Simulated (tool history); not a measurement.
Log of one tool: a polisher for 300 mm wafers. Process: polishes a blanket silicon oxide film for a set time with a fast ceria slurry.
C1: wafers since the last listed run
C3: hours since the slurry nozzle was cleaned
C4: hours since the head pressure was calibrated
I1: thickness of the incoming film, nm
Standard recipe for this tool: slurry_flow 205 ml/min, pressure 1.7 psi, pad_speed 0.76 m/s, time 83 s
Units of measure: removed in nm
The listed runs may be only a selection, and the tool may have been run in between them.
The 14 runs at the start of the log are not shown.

{"hour": 639.2, "done": "worn pad replaced by a new one"}
{"run": 15, "hour": 639.7, "slurry_flow": 205, "pressure": 1.7, "pad_speed": 0.76, "time": 83, "C1": 836, "wafers polished on this pad": 6, "C3": 497.2, "C4": 260.1, "I1": 3764.7, "removed": 591.7}
{"run": 16, "hour": 693.0, "slurry_flow": 240, "pressure": 1.2, "pad_speed": 0.64, "time": 83, "C1": 680, "wafers polished on this pad": 687, "C3": 550.5, "C4": 313.4, "I1": 3657.1, "removed": 365.7}
{"hour": 735.2, "done": "slurry nozzle cleaned"}
{"run": 17, "hour": 744.0, "slurry_flow": 255, "pressure": 2, "pad_speed": 0.5, "time": 83, "C1": 638, "wafers polished on this pad": 1326, "C3": 8.8, "C4": 364.4, "I1": 3673.2, "removed": 493.9}
{"run": 18, "hour": 810.6, "slurry_flow": 205, "pressure": 1.7, "pad_speed": 0.76, "time": 95, "C1": 850, "wafers polished on this pad": 2177, "C3": 75.4, "C4": 431, "I1": 3704.2, "removed": 716.2}
{"run": 19, "hour": 858.3, "slurry_flow": 145, "pressure": 2, "pad_speed": 0.9, "time": 63, "C1": 609, "wafers polished on this pad": 2786, "C3": 123.1, "C4": 478.7, "I1": 3717.2, "removed": 605.5}
{"run": 20, "hour": 930.2, "slurry_flow": 205, "pressure": 1.5, "pad_speed": 0.76, "time": 83, "C1": 918, "wafers polished on this pad": 3705, "C3": 195, "C4": 550.6, "I1": 3659.9, "removed": 545.3}
{"run": 21, "hour": 973.5, "slurry_flow": 205, "pressure": 1.7, "pad_speed": 0.76, "time": 83, "C1": 553, "wafers polished on this pad": 4258, "C3": 238.3, "C4": 593.9, "I1": 3696.8, "removed": 616.3}
{"run": 22, "hour": 1016.0, "slurry_flow": 150, "pressure": 1.7, "pad_speed": 0.76, "time": 58, "C1": 542, "wafers polished on this pad": 4801, "C3": 280.8, "C4": 636.4, "I1": 3619.8, "removed": 399.2}
{"run": 23, "hour": 1056.8, "slurry_flow": 205, "pressure": 1.7, "pad_speed": 0.76, "time": 83, "C1": 521, "wafers polished on this pad": 5322, "C3": 321.6, "C4": 677.2, "I1": 3671.8, "removed": 602.6}
{"hour": 1134.5, "done": "worn pad replaced by a new one"}
{"run": 24, "hour": 1196.8, "slurry_flow": 205, "pressure": 1.7, "pad_speed": 0.76, "time": 83, "C1": 1737, "wafers polished on this pad": 796, "C3": 461.6, "C4": 817.2, "I1": 3742.1, "removed": 594.4}

Predict the results of run 25:
{"run": 25, "hour": 1265.5, "slurry_flow": 205, "pressure": 1.7, "pad_speed": 0.76, "time": 83, "C1": 877, "wafers polished on this pad": 1673, "C3": 530.3, "C4": 885.9, "I1": 3657.8, "removed": "?"}

removed: 600.1 nm
The same run, on a tool lacking any hidden state, would have yielded removed 639.4 nm.
